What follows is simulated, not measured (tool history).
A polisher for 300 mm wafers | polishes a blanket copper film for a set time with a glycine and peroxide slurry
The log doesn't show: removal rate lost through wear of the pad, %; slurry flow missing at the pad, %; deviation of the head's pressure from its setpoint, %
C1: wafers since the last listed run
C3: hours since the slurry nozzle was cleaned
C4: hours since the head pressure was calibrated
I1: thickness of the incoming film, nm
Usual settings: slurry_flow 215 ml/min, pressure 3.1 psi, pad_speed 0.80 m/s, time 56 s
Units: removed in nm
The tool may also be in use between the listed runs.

run 1 hour=0.0 | slurry_flow=215 pressure=3.1 pad_speed=0.80 time=56 | C1=0 wafers_polished_on_this_pad=2611 C3=234.1 C4=521.7 | I1=1510.6 | removed=246.9
run 2 hour=45.8 | slurry_flow=215 pressure=3.1 pad_speed=0.80 time=56 | C1=612 wafers_polished_on_this_pad=3223 C3=279.9 C4=567.5 | I1=1519.2 | removed=245.1
run 3 hour=87.2 | slurry_flow=215 pressure=3.9 pad_speed=0.80 time=56 | C1=553 wafers_polished_on_this_pad=3777 C3=321.3 C4=608.9 | I1=1509.7 | removed=291.2
run 4 hour=116.4 | slurry_flow=215 pressure=3.9 pad_speed=0.80 time=56 | C1=390 wafers_polished_on_this_pad=4167 C3=350.5 C4=638.1 | I1=1507.9 | removed=284.6
run 5 hour=177.9 | slurry_flow=215 pressure=3.9 pad_speed=0.80 time=56 | C1=822 wafers_polished_on_this_pad=4990 C3=412.0 C4=699.6 | I1=1499.7 | removed=274.7
run 6 hour=226.5 | slurry_flow=215 pressure=3.1 pad_speed=0.74 time=56 | C1=650 wafers_polished_on_this_pad=5640 C3=460.6 C4=748.2 | I1=1525.5 | removed=210.6
-- hour=244.4 slurry nozzle cleaned
run 7 hour=253.2 | slurry_flow=215 pressure=3.1 pad_speed=0.80 time=56 | C1=343 wafers_polished_on_this_pad=5984 C3=8.8 C4=774.9 | I1=1515.8 | removed=225.0
-- hour=267.1 worn pad replaced by a new one
run 8 hour=322.8 | slurry_flow=215 pressure=3.1 pad_speed=0.80 time=56 | C1=877 wafers_polished_on_this_pad=745 C3=78.4 C4=844.5 | I1=1521.6 | removed=258.7
run 9 hour=356.2 | slurry_flow=215 pressure=3.1 pad_speed=0.80 time=56 | C1=446 wafers_polished_on_this_pad=1192 C3=111.8 C4=877.9 | I1=1499.2 | removed=259.5
run 10 hour=417.0 | slurry_flow=215 pressure=3.1 pad_speed=0.80 time=56 | C1=813 wafers_polished_on_this_pad=2005 C3=172.6 C4=938.7 | I1=1516.2 | removed=258.6
run 11 hour=487.5 | slurry_flow=215 pressure=3.1 pad_speed=0.68 time=56 | C1=942 wafers_polished_on_this_pad=2948 C3=243.1 C4=1009.2 | I1=1529.1 | removed=218.3
run 12 hour=531.6 | slurry_flow=215 pressure=3.1 pad_speed=0.68 time=45 | C1=589 wafers_polished_on_this_pad=3538 C3=287.2 C4=1053.3 | I1=1529.3 | removed=176.7
run 13 hour=574.0 | slurry_flow=215 pressure=3.1 pad_speed=0.68 time=45 | C1=567 wafers_polished_on_this_pad=4105 C3=329.6 C4=1095.7 | I1=1516.8 | removed=169.2
run 14 hour=598.8 | slurry_flow=215 pressure=3.1 pad_speed=0.80 time=56 | C1=331 wafers_polished_on_this_pad=4437 C3=354.4 C4=1120.5 | I1=1533.1 | removed=233.7
-- hour=633.9 head pressure recalibrated
run 15 hour=668.6 | slurry_flow=215 pressure=3.1 pad_speed=0.80 time=56 | C1=906 wafers_polished_on_this_pad=5344 C3=424.2 C4=34.7 | I1=1519.8 | removed=223.5
-- hour=711.1 worn pad replaced by a new one
-- hour=730.8 slurry nozzle cleaned
run 16 hour=740.1 | slurry_flow=215 pressure=3.1 pad_speed=0.80 time=56 | C1=889 wafers_polished_on_this_pad=375 C3=9.3 C4=106.2 | I1=1494.5 | removed=259.5
run 17 hour=788.5 | slurry_flow=215 pressure=2.2 pad_speed=0.80 time=62 | C1=647 wafers_polished_on_this_pad=1022 C3=57.7 C4=154.6 | I1=1516.4 | removed=219.3
run 18 hour=835.2 | slurry_flow=215 pressure=3.1 pad_speed=1.00 time=56 | C1=624 wafers_polished_on_this_pad=1647 C3=104.4 C4=201.3 | I1=1495.7 | removed=313.2
run 19 hour=877.6 | slurry_flow=215 pressure=3.1 pad_speed=0.80 time=56 | C1=567 wafers_polished_on_this_pad=2214 C3=146.8 C4=243.7 | I1=1544.3 | removed=255.4
run 20 hour=901.8 | slurry_flow=240 pressure=2.7 pad_speed=0.80 time=56 | C1=323 wafers_polished_on_this_pad=2537 C3=171.0 C4=267.9 | I1=1545.8 | removed=236.0
run 21 hour=972.2 | slurry_flow=215 pressure=3.1 pad_speed=0.80 time=63 | C1=941 wafers_polished_on_this_pad=3479 C3=241.4 C4=338.3 | I1=1507.8 | removed=279.6
run 22 hour=1041.2 | slurry_flow=215 pressure=2.5 pad_speed=0.64 time=56 | C1=922 wafers_polished_on_this_pad=4402 C3=310.4 C4=407.3 | I1=1526.6 | removed=170.9
-- hour=1196.2 slurry nozzle cleaned
-- hour=1201.2 worn pad replaced by a new one
run 23 hour=1213.6 | slurry_flow=240 pressure=3.1 pad_speed=0.94 time=64 | C1=2239 wafers_polished_on_this_pad=166 C3=17.4 C4=579.7 | I1=1507.9 | removed=345.4
run 24 hour=1252.6 | slurry_flow=240 pressure=3.1 pad_speed=0.80 time=36 | C1=521 wafers_polished_on_this_pad=687 C3=56.4 C4=618.7 | I1=1519.0 | removed=169.5
run 25 hour=1305.4 | slurry_flow=215 pressure=3.1 pad_speed=0.80 time=56 | C1=706 wafers_polished_on_this_pad=1394 C3=109.2 C4=671.5 | I1=1528.5 | removed=261.1
run 26 hour=1369.8 | slurry_flow=215 pressure=3.1 pad_speed=0.80 time=56 | C1=861 wafers_polished_on_this_pad=2255 C3=173.6 C4=735.9 | I1=1528.8 | removed=251.7
run 27 hour=1419.7 | slurry_flow=215 pressure=3.1 pad_speed=0.80 time=56 | C1=667 wafers_polished_on_this_pad=2922 C3=223.5 C4=785.8 | I1=1510.9 | removed=245.3
run 28 hour=1450.9 | slurry_flow=250 pressure=3.1 pad_speed=0.80 time=56 | C1=417 wafers_polished_on_this_pad=3340 C3=254.7 C4=817.0 | I1=1523.4 | removed=255.0
run 29 hour=1488.1 | slurry_flow=280 pressure=3.1 pad_speed=0.96 time=44 | C1=497 wafers_polished_on_this_pad=3837 C3=291.9 C4=854.2 | I1=1522.9 | removed=227.2
run 30 hour=1532.2 | slurry_flow=170 pressure=3.1 pad_speed=0.80 time=56 | C1=589 wafers_polished_on_this_pad=4427 C3=336.0 C4=898.3 | I1=1506.0 | removed=227.9
run 31 hour=1573.4 | slurry_flow=215 pressure=3.7 pad_speed=0.80 time=42 | C1=551 wafers_polished_on_this_pad=4978 C3=377.2 C4=939.5 | I1=1508.8 | removed=202.6

Run 32 comes next. What will it give?
run 32 hour=1602.6 | slurry_flow=275 pressure=4.1 pad_speed=0.64 time=47 | C1=390 wafers_polished_on_this_pad=5369 C3=406.4 C4=968.7 | I1=1526.7 | removed=?

removed: 204.4 nm
Without the tool's hidden state the same run would have given removed 238.9 nm.
